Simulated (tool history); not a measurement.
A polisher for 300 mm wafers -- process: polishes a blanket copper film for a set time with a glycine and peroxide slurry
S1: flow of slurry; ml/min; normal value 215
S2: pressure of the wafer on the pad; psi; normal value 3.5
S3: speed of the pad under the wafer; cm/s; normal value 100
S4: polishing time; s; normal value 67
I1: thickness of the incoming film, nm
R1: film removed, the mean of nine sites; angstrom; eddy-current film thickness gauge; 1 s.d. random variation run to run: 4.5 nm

run 1 day=0 | S1=215 S2=2.7 S3=100 S4=67 | I1=2356.5 | R1=3026
run 2 day=6.738 | S1=215 S2=3.5 S3=100 S4=67 | I1=2357.2 | R1=3490
run 3 day=9.004 | S1=275 S2=3.5 S3=100 S4=67 | I1=2358.4 | R1=3535
-- day=9.283 worn pad replaced by a new one
run 4 day=11.258 | S1=275 S2=3.5 S3=100 S4=67 | I1=2363.7 | R1=3373
run 5 day=14.212 | S1=275 S2=3.5 S3=100 S4=67 | I1=2346.4 | R1=3382
-- day=14.488 slurry nozzle cleaned
run 6 day=16.758 | S1=215 S2=3.5 S3=100 S4=67 | I1=2366.5 | R1=3208
run 7 day=18.646 | S1=215 S2=3.5 S3=100 S4=67 | I1=2335.1 | R1=3230
run 8 day=21.375 | S1=215 S2=3.5 S3=100 S4=67 | I1=2332.5 | R1=3183
-- day=22.804 worn pad replaced by a new one, repeated, since the last time left the tool worse
run 9 day=24.304 | S1=215 S2=3.5 S3=100 S4=67 | I1=2327.4 | R1=3665
run 10 day=31.283 | S1=215 S2=3.5 S3=100 S4=67 | I1=2317.1 | R1=3667
run 11 day=33.046 | S1=215 S2=3.5 S3=100 S4=67 | I1=2312.1 | R1=3632
run 12 day=34.888 | S1=215 S2=3.5 S3=100 S4=67 | I1=2354.2 | R1=3642
-- day=36.579 head pressure recalibrated
run 13 day=36.825 | S1=215 S2=3.5 S3=100 S4=67 | I1=2334.5 | R1=3535
run 14 day=38.704 | S1=215 S2=4.3 S3=100 S4=50 | I1=2369.7 | R1=3090
run 15 day=42.65 | S1=215 S2=4 S3=100 S4=67 | I1=2295.6 | R1=3856
-- day=43.817 slurry nozzle cleaned
-- day=44.542 worn pad replaced by a new one
run 16 day=45.571 | S1=215 S2=3.5 S3=124 S4=50 | I1=2349 | R1=3271
run 17 day=50.888 | S1=215 S2=2.4 S3=100 S4=67 | I1=2325.9 | R1=2829
run 18 day=52.192 | S1=215 S2=4.3 S3=100 S4=67 | I1=2332.3 | R1=4355
run 19 day=53.525 | S1=215 S2=3.5 S3=100 S4=67 | I1=2341.3 | R1=3688
run 20 day=55.633 | S1=215 S2=3.5 S3=100 S4=67 | I1=2339.8 | R1=3670
run 21 day=56.871 | S1=215 S2=3.5 S3=100 S4=67 | I1=2326.2 | R1=3639
run 22 day=58.046 | S1=215 S2=2.8 S3=72 S4=67 | I1=2349 | R1=2428
run 23 day=60.558 | S1=250 S2=3.5 S3=136 S4=46 | I1=2335.8 | R1=3250
run 24 day=63.288 | S1=215 S2=3.5 S3=124 S4=67 | I1=2324.9 | R1=4230
-- day=64.383 worn pad replaced by a new one
run 25 day=66.158 | S1=185 S2=3.5 S3=100 S4=67 | I1=2359.7 | R1=3601
run 26 day=67.508 | S1=215 S2=3.5 S3=100 S4=67 | I1=2314.6 | R1=3759
-- day=68.508 head pressure recalibrated
run 27 day=68.754 | S1=215 S2=3.5 S3=80 S4=55 | I1=2304.1 | R1=2582
run 28 day=71.242 | S1=215 S2=3.5 S3=80 S4=90 | I1=2324.9 | R1=4191
-- day=71.55 slurry nozzle cleaned
run 29 day=74.179 | S1=215 S2=4.5 S3=132 S4=67 | I1=2323.7 | R1=5472
run 30 day=75.746 | S1=215 S2=3 S3=100 S4=67 | I1=2355.2 | R1=3216
run 31 day=78.121 | S1=165 S2=3.2 S3=100 S4=86 | I1=2307.6 | R1=4093
run 32 day=80.3 | S1=160 S2=2.8 S3=114 S4=49 | I1=2322.3 | R1=2351
run 33 day=81.833 | S1=185 S2=2.6 S3=100 S4=88 | I1=2362 | R1=3727
-- day=83.05 worn pad replaced by a new one
run 34 day=83.408 | S1=215 S2=3.5 S3=112 S4=67 | I1=2352.4 | R1=4045
run 35 day=84.538 | S1=215 S2=3.5 S3=100 S4=67 | I1=2311.6 | R1=3843
run 36 day=87.038 | S1=255 S2=2.8 S3=72 S4=82 | I1=2344.9 | R1=3072

Measured minus without-hidden-state, run by run (identical run-to-run variation in each term; gauge scatter may differ):
Hidden conditions of the tool in this case: removal rate lost through wear of the pad, %; slurry flow missing at the pad, %; deviation of the head's pressure from its setpoint, %.
run=1 R1=-95
run=2 R1=-254
run=3 R1=-324
run=4 R1=-492
run=5 R1=-508
run=6 R1=-504
run=7 R1=-532
run=8 R1=-567
run=9 R1=-15
run=10 R1=-59
run=11 R1=-80
run=12 R1=-106
run=13 R1=-135
run=14 R1=-150
run=15 R1=-290
run=16 R1=-1
run=17 R1=-20
run=18 R1=-44
run=19 R1=-52
run=20 R1=-78
run=21 R1=-96
run=22 R1=-77
run=23 R1=-147
run=24 R1=-266
run=25 R1=-38
run=26 R1=-44
run=27 R1=-35
run=28 R1=-76
run=29 R1=-146
run=30 R1=-105
run=31 R1=-178
run=32 R1=-130
run=33 R1=-243
run=34 R1=-23
run=35 R1=-24
run=36 R1=-26
